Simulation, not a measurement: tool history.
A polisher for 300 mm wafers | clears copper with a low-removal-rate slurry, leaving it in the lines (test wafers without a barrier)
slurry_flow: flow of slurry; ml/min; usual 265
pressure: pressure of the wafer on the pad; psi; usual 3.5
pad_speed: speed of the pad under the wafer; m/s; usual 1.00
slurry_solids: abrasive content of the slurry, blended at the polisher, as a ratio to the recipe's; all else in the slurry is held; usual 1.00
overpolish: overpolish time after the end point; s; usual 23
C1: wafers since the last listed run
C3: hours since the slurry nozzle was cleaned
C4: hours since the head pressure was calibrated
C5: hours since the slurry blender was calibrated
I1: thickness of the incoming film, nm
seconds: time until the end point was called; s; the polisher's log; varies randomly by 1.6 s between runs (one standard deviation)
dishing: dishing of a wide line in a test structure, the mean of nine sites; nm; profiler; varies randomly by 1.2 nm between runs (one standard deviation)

{"run": 1, "day": 0.0, "slurry_flow": 265, "pressure": 3.5, "pad_speed": 1.0, "slurry_solids": 1.0, "overpolish": 23, "C1": 0, "wafers polished on this pad": 1671, "C3": 444.9, "C4": 670.6, "C5": 114.9, "I1": 455.6, "seconds": 141.5, "dishing": 52.7}
{"day": 0.912, "done": "worn pad replaced by a new one"}
{"run": 2, "day": 1.058, "slurry_flow": 265, "pressure": 3.5, "pad_speed": 1.0, "slurry_solids": 1.0, "overpolish": 23, "C1": 178, "wafers polished on this pad": 29, "C3": 470.3, "C4": 696.0, "C5": 140.3, "I1": 452.2, "seconds": 140.5, "dishing": 52.6}
{"run": 3, "day": 1.692, "slurry_flow": 265, "pressure": 3.5, "pad_speed": 1.0, "slurry_solids": 1.0, "overpolish": 23, "C1": 126, "wafers polished on this pad": 156, "C3": 485.5, "C4": 711.2, "C5": 155.5, "I1": 454.9, "seconds": 143.2, "dishing": 49.0}
{"day": 1.862, "done": "slurry nozzle cleaned"}
{"run": 4, "day": 2.912, "slurry_flow": 315, "pressure": 3.5, "pad_speed": 1.0, "slurry_solids": 1.0, "overpolish": 23, "C1": 236, "wafers polished on this pad": 392, "C3": 25.2, "C4": 740.5, "C5": 184.8, "I1": 448.5, "seconds": 134.6, "dishing": 52.8}
{"run": 5, "day": 3.733, "slurry_flow": 315, "pressure": 3.5, "pad_speed": 1.0, "slurry_solids": 1.0, "overpolish": 23, "C1": 164, "wafers polished on this pad": 556, "C3": 44.9, "C4": 760.2, "C5": 204.5, "I1": 449.3, "seconds": 136.8, "dishing": 53.5}
{"run": 6, "day": 4.35, "slurry_flow": 205, "pressure": 3.5, "pad_speed": 1.0, "slurry_solids": 1.0, "overpolish": 23, "C1": 123, "wafers polished on this pad": 680, "C3": 59.7, "C4": 775.0, "C5": 219.3, "I1": 442.7, "seconds": 142.6, "dishing": 50.6}
{"run": 7, "day": 5.271, "slurry_flow": 205, "pressure": 3.5, "pad_speed": 1.0, "slurry_solids": 1.0, "overpolish": 23, "C1": 184, "wafers polished on this pad": 864, "C3": 81.8, "C4": 797.1, "C5": 241.4, "I1": 454.8, "seconds": 146.5, "dishing": 52.7}
{"run": 8, "day": 5.85, "slurry_flow": 265, "pressure": 2.9, "pad_speed": 1.0, "slurry_solids": 1.0, "overpolish": 23, "C1": 115, "wafers polished on this pad": 980, "C3": 95.7, "C4": 811.0, "C5": 255.3, "I1": 442.6, "seconds": 162.5, "dishing": 44.2}
{"day": 6.612, "done": "slurry blender recalibrated"}
{"run": 9, "day": 6.804, "slurry_flow": 300, "pressure": 3.5, "pad_speed": 1.0, "slurry_solids": 0.85, "overpolish": 23, "C1": 174, "wafers polished on this pad": 1155, "C3": 118.6, "C4": 833.9, "C5": 4.6, "I1": 444.1, "seconds": 141.8, "dishing": 51.8}
{"run": 10, "day": 8.262, "slurry_flow": 265, "pressure": 3.5, "pad_speed": 1.3, "slurry_solids": 1.15, "overpolish": 23, "C1": 292, "wafers polished on this pad": 1447, "C3": 153.6, "C4": 868.9, "C5": 39.6, "I1": 454.1, "seconds": 103.7, "dishing": 70.5}
{"run": 11, "day": 9.733, "slurry_flow": 265, "pressure": 3.5, "pad_speed": 1.0, "slurry_solids": 1.0, "overpolish": 23, "C1": 294, "wafers polished on this pad": 1741, "C3": 188.9, "C4": 904.2, "C5": 74.9, "I1": 447.6, "seconds": 137.9, "dishing": 51.8}
{"day": 10.325, "done": "worn pad replaced by a new one"}
{"run": 12, "day": 11.208, "slurry_flow": 320, "pressure": 3.5, "pad_speed": 1.0, "slurry_solids": 1.0, "overpolish": 32, "C1": 262, "wafers polished on this pad": 177, "C3": 224.3, "C4": 939.6, "C5": 110.3, "I1": 444.6, "seconds": 134.6, "dishing": 71.2}
{"run": 13, "day": 12.542, "slurry_flow": 175, "pressure": 3.5, "pad_speed": 0.74, "slurry_solids": 1.0, "overpolish": 23, "C1": 267, "wafers polished on this pad": 444, "C3": 256.3, "C4": 971.6, "C5": 142.3, "I1": 446.4, "seconds": 194.9, "dishing": 38.5}
{"run": 14, "day": 13.492, "slurry_flow": 265, "pressure": 3.9, "pad_speed": 1.0, "slurry_solids": 1.0, "overpolish": 23, "C1": 190, "wafers polished on this pad": 634, "C3": 279.1, "C4": 994.4, "C5": 165.1, "I1": 447.2, "seconds": 120.7, "dishing": 58.6}
{"run": 15, "day": 14.846, "slurry_flow": 265, "pressure": 3.5, "pad_speed": 1.0, "slurry_solids": 1.0, "overpolish": 23, "C1": 271, "wafers polished on this pad": 905, "C3": 311.6, "C4": 1026.9, "C5": 197.6, "I1": 449.0, "seconds": 135.6, "dishing": 50.8}
{"run": 16, "day": 15.833, "slurry_flow": 265, "pressure": 3.9, "pad_speed": 1.0, "slurry_solids": 1.1, "overpolish": 23, "C1": 197, "wafers polished on this pad": 1103, "C3": 335.3, "C4": 1050.6, "C5": 221.3, "I1": 455.0, "seconds": 121.4, "dishing": 60.1}

Run 17, settings as shown, results not yet in. Your forecast:
{"day": 16.45, "done": "slurry blender recalibrated"}
{"day": 17.133, "done": "head pressure recalibrated"}
{"run": 17, "day": 18.992, "slurry_flow": 180, "pressure": 3.5, "pad_speed": 1.0, "slurry_solids": 1.0, "overpolish": 23, "C1": 599, "wafers polished on this pad": 1702, "C3": 411.1, "C4": 44.6, "C5": 61.0, "I1": 450.6, "seconds": "?", "dishing": "?"}

Run 17 measured seconds 133.6 s, dishing 54.9 nm.
On a tool with no hidden condition, and with the same random variation, this run would have come out at seconds 153.0 s, dishing 48.6 nm.
